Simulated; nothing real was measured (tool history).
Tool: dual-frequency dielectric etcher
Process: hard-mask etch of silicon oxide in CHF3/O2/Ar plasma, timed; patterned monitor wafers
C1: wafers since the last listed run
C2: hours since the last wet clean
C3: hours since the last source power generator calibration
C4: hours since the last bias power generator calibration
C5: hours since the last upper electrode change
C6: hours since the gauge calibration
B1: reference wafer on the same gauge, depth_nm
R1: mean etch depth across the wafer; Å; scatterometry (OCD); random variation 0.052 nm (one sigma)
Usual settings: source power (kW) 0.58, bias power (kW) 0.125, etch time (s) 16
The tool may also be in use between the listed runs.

run 1 hour=0 | source_power_(kW)=0.58 bias_power_(kW)=0.125 etch_time_(s)=16 | C1=0 C2=553.6 C3=4151.4 C4=3378.1 C5=3382.3 C6=83.3 | B1=23.3 | R1=263
run 2 hour=55.6 | source_power_(kW)=0.58 bias_power_(kW)=0.125 etch_time_(s)=16 | C1=794 C2=609.2 C3=4207 C4=3433.7 C5=3437.9 C6=138.9 | B1=23.31 | R1=262.8
-- hour=105.6 wet clean of the chamber
run 3 hour=106.1 | source_power_(kW)=0.58 bias_power_(kW)=0.125 etch_time_(s)=16 | C1=378 C2=0.5 C3=4257.5 C4=3484.2 C5=3488.4 C6=189.4 | B1=23.3 | R1=262.4
run 4 hour=111.4 | source_power_(kW)=0.58 bias_power_(kW)=0.125 etch_time_(s)=16 | C1=75 C2=5.8 C3=4262.8 C4=3489.5 C5=3493.7 C6=194.7 | B1=23.31 | R1=261.8
run 5 hour=177.9 | source_power_(kW)=0.58 bias_power_(kW)=0.125 etch_time_(s)=16 | C1=950 C2=72.3 C3=4329.3 C4=3556 C5=3560.2 C6=261.2 | B1=23.31 | R1=262.3
run 6 hour=242 | source_power_(kW)=0.58 bias_power_(kW)=0.125 etch_time_(s)=16 | C1=915 C2=136.4 C3=4393.4 C4=3620.1 C5=3624.3 C6=325.3 | B1=23.29 | R1=262.2
run 7 hour=301.8 | source_power_(kW)=0.58 bias_power_(kW)=0.125 etch_time_(s)=16 | C1=854 C2=196.2 C3=4453.2 C4=3679.9 C5=3684.1 C6=385.1 | B1=23.31 | R1=260.9
run 8 hour=346.7 | source_power_(kW)=0.58 bias_power_(kW)=0.125 etch_time_(s)=16 | C1=641 C2=241.1 C3=4498.1 C4=3724.8 C5=3729 C6=430 | B1=23.29 | R1=260.3
run 9 hour=413.8 | source_power_(kW)=0.58 bias_power_(kW)=0.125 etch_time_(s)=16 | C1=958 C2=308.2 C3=4565.2 C4=3791.9 C5=3796.1 C6=497.1 | B1=23.3 | R1=261.6
-- hour=465.3 source power generator calibrated
run 10 hour=465.8 | source_power_(kW)=0.58 bias_power_(kW)=0.125 etch_time_(s)=16 | C1=685 C2=360.2 C3=0.5 C4=3843.9 C5=3848.1 C6=549.1 | B1=23.3 | R1=264.7
run 11 hour=525.8 | source_power_(kW)=0.58 bias_power_(kW)=0.125 etch_time_(s)=16 | C1=857 C2=420.2 C3=60.5 C4=3903.9 C5=3908.1 C6=609.1 | B1=23.29 | R1=265.4
run 12 hour=573.1 | source_power_(kW)=0.58 bias_power_(kW)=0.125 etch_time_(s)=13 | C1=675 C2=467.5 C3=107.8 C4=3951.2 C5=3955.4 C6=656.4 | B1=23.29 | R1=215.8
run 13 hour=637 | source_power_(kW)=0.65 bias_power_(kW)=0.105 etch_time_(s)=12.5 | C1=913 C2=531.4 C3=171.7 C4=4015.1 C5=4019.3 C6=720.3 | B1=23.31 | R1=197
run 14 hour=701.4 | source_power_(kW)=0.58 bias_power_(kW)=0.104 etch_time_(s)=16 | C1=920 C2=595.8 C3=236.1 C4=4079.5 C5=4083.7 C6=784.7 | B1=23.31 | R1=241.7
run 15 hour=758 | source_power_(kW)=0.58 bias_power_(kW)=0.125 etch_time_(s)=16 | C1=808 C2=652.4 C3=292.7 C4=4136.1 C5=4140.3 C6=841.3 | B1=23.32 | R1=264.6
-- hour=791 wet clean of the chamber
run 16 hour=973 | source_power_(kW)=0.58 bias_power_(kW)=0.125 etch_time_(s)=16 | C1=2729 C2=182 C3=507.7 C4=4351.1 C5=4355.3 C6=1056.3 | B1=23.31 | R1=264.3
run 17 hour=1018 | source_power_(kW)=0.58 bias_power_(kW)=0.142 etch_time_(s)=18 | C1=643 C2=227 C3=552.7 C4=4396.1 C5=4400.3 C6=1101.3 | B1=23.29 | R1=315.6
-- hour=1041.3 gauge calibrated
run 18 hour=1061.8 | source_power_(kW)=0.58 bias_power_(kW)=0.125 etch_time_(s)=16 | C1=625 C2=270.8 C3=596.5 C4=4439.9 C5=4444.1 C6=20.5 | B1=23.3 | R1=263.6
-- hour=1100 bias power generator calibrated
run 19 hour=1132.6 | source_power_(kW)=0.58 bias_power_(kW)=0.125 etch_time_(s)=13 | C1=954 C2=341.6 C3=667.3 C4=32.6 C5=4514.9 C6=91.3 | B1=23.3 | R1=220
run 20 hour=1179.8 | source_power_(kW)=0.71 bias_power_(kW)=0.096 etch_time_(s)=16 | C1=674 C2=388.8 C3=714.5 C4=79.8 C5=4562.1 C6=138.5 | B1=23.31 | R1=252.1
-- hour=1213.5 upper electrode replaced
run 21 hour=1231.7 | source_power_(kW)=0.53 bias_power_(kW)=0.151 etch_time_(s)=16 | C1=398 C2=440.7 C3=766.4 C4=131.7 C5=18.2 C6=190.4 | B1=23.3 | R1=288.6
run 22 hour=1298 | source_power_(kW)=0.58 bias_power_(kW)=0.125 etch_time_(s)=13.5 | C1=947 C2=507 C3=832.7 C4=198 C5=84.5 C6=256.7 | B1=23.29 | R1=227.8
run 23 hour=1351.9 | source_power_(kW)=0.58 bias_power_(kW)=0.143 etch_time_(s)=16 | C1=770 C2=560.9 C3=886.6 C4=251.9 C5=138.4 C6=310.6 | B1=23.32 | R1=288.7
run 24 hour=1407.4 | source_power_(kW)=0.69 bias_power_(kW)=0.142 etch_time_(s)=19 | C1=793 C2=616.4 C3=942.1 C4=307.4 C5=193.9 C6=366.1 | B1=23.28 | R1=360.6
run 25 hour=1435.2 | source_power_(kW)=0.58 bias_power_(kW)=0.108 etch_time_(s)=12.5 | C1=397 C2=644.2 C3=969.9 C4=335.2 C5=221.7 C6=393.9 | B1=23.3 | R1=197.2
-- hour=1479.2 wet clean of the chamber
run 26 hour=1479.7 | source_power_(kW)=0.58 bias_power_(kW)=0.125 etch_time_(s)=16 | C1=292 C2=0.5 C3=1014.4 C4=379.7 C5=266.2 C6=438.4 | B1=23.29 | R1=269.8
run 27 hour=1525.2 | source_power_(kW)=0.58 bias_power_(kW)=0.155 etch_time_(s)=16 | C1=650 C2=46 C3=1059.9 C4=425.2 C5=311.7 C6=483.9 | B1=23.29 | R1=300.3
run 28 hour=1588.3 | source_power_(kW)=0.58 bias_power_(kW)=0.116 etch_time_(s)=16 | C1=901 C2=109.1 C3=1123 C4=488.3 C5=374.8 C6=547 | B1=23.3 | R1=259.6
run 29 hour=1621.5 | source_power_(kW)=0.58 bias_power_(kW)=0.125 etch_time_(s)=14 | C1=474 C2=142.3 C3=1156.2 C4=521.5 C5=408 C6=580.2 | B1=23.3 | R1=235.5

Hidden state at the last listed run before each entry between runs and at the first one after, where it differs:
Between runs 2 and 3: wet clean of the chamber (hour 105.6)
  source power that arrives over what is set, %: -4.8 -> -4.93; bias power that arrives over what is set, %: -3.01 -> -3.08
  measured less the result without the state, R1: -8 -> -8.2 Å
Between runs 9 and 10: source power generator calibrated (hour 465.3)
  source power that arrives over what is set, %: -5.7 -> 0.237; bias power that arrives over what is set, %: -3.56 -> -3.64
  measured less the result without the state, R1: -9.4 -> -4.7 Å
Between runs 15 and 16: wet clean of the chamber (hour 791)
  source power that arrives over what is set, %: 0.213 -> 0.164; bias power that arrives over what is set, %: -4.13 -> -4.51
  measured less the result without the state, R1: -5.3 -> -5.9 Å
Between runs 17 and 18: gauge calibrated (hour 1041.3)
  source power that arrives over what is set, %: 0.15 -> 0.136; bias power that arrives over what is set, %: -4.6 -> -4.68
  measured less the result without the state, R1: -7.7 -> -6.2 Å
Between runs 18 and 19: bias power generator calibrated (hour 1100)
  source power that arrives over what is set, %: 0.136 -> 0.111; bias power that arrives over what is set, %: -4.68 -> 0.222
  measured less the result without the state, R1: -6.2 -> +0.4 Å
Between runs 20 and 21: upper electrode replaced (hour 1213.5)
  source power that arrives over what is set, %: 0.092 -> 0.0701; bias power that arrives over what is set, %: 0.221 -> 0.218
  measured less the result without the state, R1: +0.3 -> +0.4 Å
Between runs 25 and 26: wet clean of the chamber (hour 1479.2)
  source power that arrives over what is set, %: -0.0305 -> -0.0556; bias power that arrives over what is set, %: 0.198 -> 0.192
  measured less the result without the state, R1: +0.2 -> +0.2 Å
